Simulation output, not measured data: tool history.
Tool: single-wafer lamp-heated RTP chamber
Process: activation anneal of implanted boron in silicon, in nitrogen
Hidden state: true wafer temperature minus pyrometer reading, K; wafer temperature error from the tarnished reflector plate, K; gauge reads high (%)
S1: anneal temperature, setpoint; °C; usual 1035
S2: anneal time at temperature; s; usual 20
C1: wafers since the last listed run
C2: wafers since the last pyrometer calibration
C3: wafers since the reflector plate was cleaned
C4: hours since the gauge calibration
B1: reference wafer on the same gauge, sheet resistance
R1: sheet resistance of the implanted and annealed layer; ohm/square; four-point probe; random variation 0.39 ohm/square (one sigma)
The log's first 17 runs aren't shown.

| run | hour | S1 | S2 | C1 | C2 | C3 | C4 | B1 | R1 |
|---|---|---|---|---|---|---|---|---|---|
| 18 | 458.1 | 1035 | 20 | 151 | 601 | 2485 | 732.4 | 244 | 261.27 |
| 19 | 484.3 | 1035 | 20 | 325 | 927 | 2811 | 758.6 | 243.98 | 261.42 |
| 20 | 514.9 | 1016 | 14 | 380 | 1308 | 3191 | 789.2 | 243.98 | 263.57 |
|  | 523.3 | gauge calibrated |
| 21 | 550 | 1055 | 28 | 436 | 1744 | 3628 | 26.7 | 243.98 | 258.52 |
| 22 | 581.8 | 1008 | 24 | 395 | 2140 | 4023 | 58.5 | 244.06 | 264.5 |
| 23 | 594.9 | 1035 | 23 | 162 | 2303 | 4186 | 71.6 | 244.03 | 260.91 |
| 24 | 621.6 | 1060 | 30 | 332 | 2635 | 4518 | 98.3 | 244.04 | 257.49 |
| 25 | 657 | 1024 | 26 | 440 | 3075 | 4958 | 133.7 | 244.01 | 261.61 |
| 26 | 683.5 | 1052 | 13 | 329 | 3404 | 5288 | 160.2 | 243.93 | 260.7 |
| 27 | 717.4 | 1043 | 20 | 421 | 3826 | 5710 | 194.1 | 244.01 | 260.74 |
|  | 731.4 | pyrometer window cleaned and pyrometer calibrated |
| 28 | 811 | 1035 | 20 | 1064 | 989 | 6774 | 287.7 | 244.02 | 261.41 |
| 29 | 841.5 | 1035 | 20 | 379 | 1369 | 7153 | 318.2 | 243.96 | 260.66 |
|  | 862.9 | reflector plate cleaned |
| 30 | 877.5 | 1016 | 14 | 348 | 1717 | 181 | 354.2 | 244.06 | 263.84 |
| 31 | 901.2 | 1035 | 12 | 294 | 2012 | 476 | 377.9 | 243.91 | 262 |
| 32 | 913.7 | 1020 | 12 | 155 | 2167 | 631 | 390.4 | 244.08 | 263.77 |
| 33 | 928 | 1056 | 12 | 177 | 2345 | 809 | 404.7 | 243.98 | 260.42 |
| 34 | 1008.1 | 1035 | 20 | 996 | 3341 | 1805 | 484.8 | 243.92 | 261.08 |
| 35 | 1025.9 | 1024 | 27 | 221 | 3562 | 2026 | 502.6 | 244 | 261.13 |
|  | 1047.1 | pyrometer window cleaned and pyrometer calibrated |
| 36 | 1047.6 | 1006 | 14 | 170 | 5 | 2197 | 524.3 | 244.01 | 265.14 |
| 37 | 1077.3 | 1022 | 30 | 369 | 375 | 2566 | 554 | 244.05 | 261.69 |
| 38 | 1099.4 | 1035 | 20 | 274 | 649 | 2841 | 576.1 | 243.96 | 261.17 |

Forecast each of these 3 alternatives for the next run:
| A | 1099.8 | 1025 | 20 | 4 | 654 | 2846 | 576.5 | ? | ? |
| B | 1099.8 | 1035 | 16 | 4 | 654 | 2846 | 576.5 | ? | ? |
| C | 1099.8 | 1009 | 15 | 4 | 654 | 2846 | 576.5 | ? | ? |

| run | B1 | R1 |
|---|---|---|
| A | 244.08 | 261.54 |
| B | 244.08 | 261.12 |
| C | 244.08 | 264.49 |
Without the tool's hidden state the same runs would have given:
| run | R1 |
|---|---|
| A | 261.54 |
| B | 261.12 |
| C | 264.49 |
